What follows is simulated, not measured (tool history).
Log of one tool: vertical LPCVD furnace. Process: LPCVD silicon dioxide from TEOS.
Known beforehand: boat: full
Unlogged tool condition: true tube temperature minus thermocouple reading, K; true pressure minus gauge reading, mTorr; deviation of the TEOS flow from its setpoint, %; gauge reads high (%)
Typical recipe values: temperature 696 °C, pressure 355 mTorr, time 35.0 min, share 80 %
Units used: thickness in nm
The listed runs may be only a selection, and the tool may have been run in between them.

run,hour,temperature,pressure,time,share,wafers since the last listed run,hours since the last temperature calibration,hours since the pressure gauge was zeroed,hours since the TEOS flow controller was replaced,hours since the gauge calibration,"read-back reference wafer on the same gauge, thickness",thickness
1,0.0,696,355,35.0,80,0,1028.1,1789.6,5046.9,630.3,248.77,259.98
2,40.4,696,355,35.0,80,718,1068.5,1830.0,5087.3,670.7,248.29,260.16
3,107.2,696,355,32.0,73,1187,1135.3,1896.8,5154.1,737.5,247.69,229.55
4,179.4,696,355,32.0,73,1283,1207.5,1969.0,5226.3,809.7,248.19,229.53
5,270.5,696,355,35.0,80,1619,1298.6,2060.1,5317.4,900.8,248.52,262.51
6,337.1,696,355,35.0,80,1184,1365.2,2126.7,5384.0,967.4,248.15,264.13
7,380.7,696,355,35.0,80,775,1408.8,2170.3,5427.6,1011.0,248.71,264.88
8,482.6,702,355,30.0,80,1812,1510.7,2272.2,5529.5,1112.9,248.07,260.41
9,584.2,696,355,35.0,80,1806,1612.3,2373.8,5631.1,1214.5,247.90,266.38
10,687.0,696,355,35.0,80,1828,1715.1,2476.6,5733.9,1317.3,248.60,266.88
11,766.3,696,355,35.0,80,1410,1794.4,2555.9,5813.2,1396.6,247.72,266.65
12,813.8,696,355,35.0,80,844,1841.9,2603.4,5860.7,1444.1,248.44,263.27
13,861.7,696,355,35.0,80,851,1889.8,2651.3,5908.6,1492.0,247.61,264.77
# hour 924.7: thermocouples replaced and temperature profile calibrated
14,959.8,696,425,35.0,80,1317,35.1,2749.4,6006.7,1590.1,248.76,280.50
# hour 1030.8: pressure gauge zeroed
15,1031.3,696,355,35.0,80,844,106.6,0.5,6078.2,1661.6,248.20,258.21
16,1089.3,696,355,35.0,80,1031,164.6,58.5,6136.2,1719.6,248.21,259.23
17,1177.7,691,285,41.5,80,1571,253.0,146.9,6224.6,1808.0,248.22,243.81
18,1281.1,696,355,47.0,80,1838,356.4,250.3,6328.0,1911.4,247.80,347.73
# hour 1314.5: gauge calibrated
# hour 1346.6: TEOS flow controller replaced
19,1360.0,696,355,35.0,80,976,435.3,329.2,13.4,45.5,248.15,258.83
20,1463.8,704,300,35.0,90,1845,539.1,433.0,117.2,149.3,248.46,303.56
21,1510.6,707,275,31.0,64,832,585.9,479.8,164.0,196.1,247.85,234.67
22,1617.7,696,295,39.0,80,1904,693.0,586.9,271.1,303.2,248.27,264.77
23,1691.1,696,280,35.0,80,1305,766.4,660.3,344.5,376.6,248.39,231.03
24,1749.9,700,355,35.0,80,1045,825.2,719.1,403.3,435.4,248.29,285.32
25,1833.0,696,355,35.0,80,1477,908.3,802.2,486.4,518.5,248.28,260.77

Predict each of these 5 candidate next runs independently; none follows another, all start after run 25:
A,1837.2,696,355,35.0,80,74,912.5,806.4,490.6,522.7,?,?
B,1837.2,696,295,40.5,68,74,912.5,806.4,490.6,522.7,?,?
C,1837.2,702,285,23.0,92,74,912.5,806.4,490.6,522.7,?,?
D,1837.2,696,445,45.5,70,74,912.5,806.4,490.6,522.7,?,?
E,1837.2,689,355,35.0,72,74,912.5,806.4,490.6,522.7,?,?

run,"read-back reference wafer on the same gauge, thickness",thickness
A,248.22,261.51
B,248.22,254.32
C,248.22,189.88
D,248.22,356.04
E,248.22,210.30
What these runs would have given with no unlogged condition in the tool:
run,thickness
A,259.40
B,252.27
C,188.37
D,353.17
E,208.58
